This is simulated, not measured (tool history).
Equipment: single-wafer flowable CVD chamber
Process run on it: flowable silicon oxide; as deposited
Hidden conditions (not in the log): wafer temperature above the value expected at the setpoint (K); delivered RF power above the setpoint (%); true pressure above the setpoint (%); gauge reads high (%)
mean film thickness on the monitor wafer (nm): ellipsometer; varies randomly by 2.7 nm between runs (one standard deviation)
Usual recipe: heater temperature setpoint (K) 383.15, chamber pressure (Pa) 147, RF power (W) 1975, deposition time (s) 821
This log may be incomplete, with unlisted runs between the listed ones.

run,hour,heater temperature setpoint (K),chamber pressure (Pa),RF power (W),deposition time (s),wafers since the last listed run,hours since the last thermocouple change,hours since the last RF generator calibration,hours since the last manometer calibration,hours since the showerhead was replaced,hours since the gauge calibration,"read-back reference wafer on the same gauge, thickness_nm",mean film thickness on the monitor wafer (nm)
1,0.0,383.15,147,1975,821,0,1812.4,795.5,1835.8,7499.9,1254.0,538.427,533.298
# hour 108.7: RF generator calibrated
2,150.9,386.15,147,1975,765,315,1963.3,42.2,1986.7,7650.8,1404.9,539.405,449.670
3,238.3,383.15,147,1975,821,192,2050.7,129.6,2074.1,7738.2,1492.3,538.527,531.360
4,316.0,383.15,147,1975,821,171,2128.4,207.3,2151.8,7815.9,1570.0,537.477,533.888
5,387.9,383.15,147,1975,821,158,2200.3,279.2,2223.7,7887.8,1641.9,536.927,536.790
# hour 447.9: gauge calibrated
6,465.8,383.15,147,1975,821,171,2278.2,357.1,2301.6,7965.7,17.9,538.307,529.473
# hour 515.8: thermocouple changed; heater temperature recalibrated
7,544.9,383.15,147,1975,821,156,29.1,436.2,2380.7,8044.8,97.0,538.268,528.891
8,605.6,383.15,147,1975,821,133,89.8,496.9,2441.4,8105.5,157.7,539.417,531.167
9,706.1,383.15,147,2125,821,221,190.3,597.4,2541.9,8206.0,258.2,537.173,536.856
# hour 728.0: capacitance manometer re-zeroed and calibrated
10,778.3,387.15,179,1975,888,141,262.5,669.6,50.3,8278.2,330.4,539.182,631.735
11,845.4,383.15,147,1975,821,148,329.6,736.7,117.4,8345.3,397.5,538.050,559.230
12,883.2,393.15,147,1975,768,83,367.4,774.5,155.2,8383.1,435.3,537.302,370.489
13,955.2,383.15,147,1975,821,158,439.4,846.5,227.2,8455.1,507.3,537.680,557.357

Forecast run 14:
14,993.8,383.15,147,1975,867,85,478.0,885.1,265.8,8493.7,545.9,?,?

Run 14 yielded read-back reference wafer on the same gauge, thickness_nm 539.012, mean film thickness on the monitor wafer (nm) 589.604.
Had the tool carried no hidden state, the very same run would have given mean film thickness on the monitor wafer (nm) 599.652.

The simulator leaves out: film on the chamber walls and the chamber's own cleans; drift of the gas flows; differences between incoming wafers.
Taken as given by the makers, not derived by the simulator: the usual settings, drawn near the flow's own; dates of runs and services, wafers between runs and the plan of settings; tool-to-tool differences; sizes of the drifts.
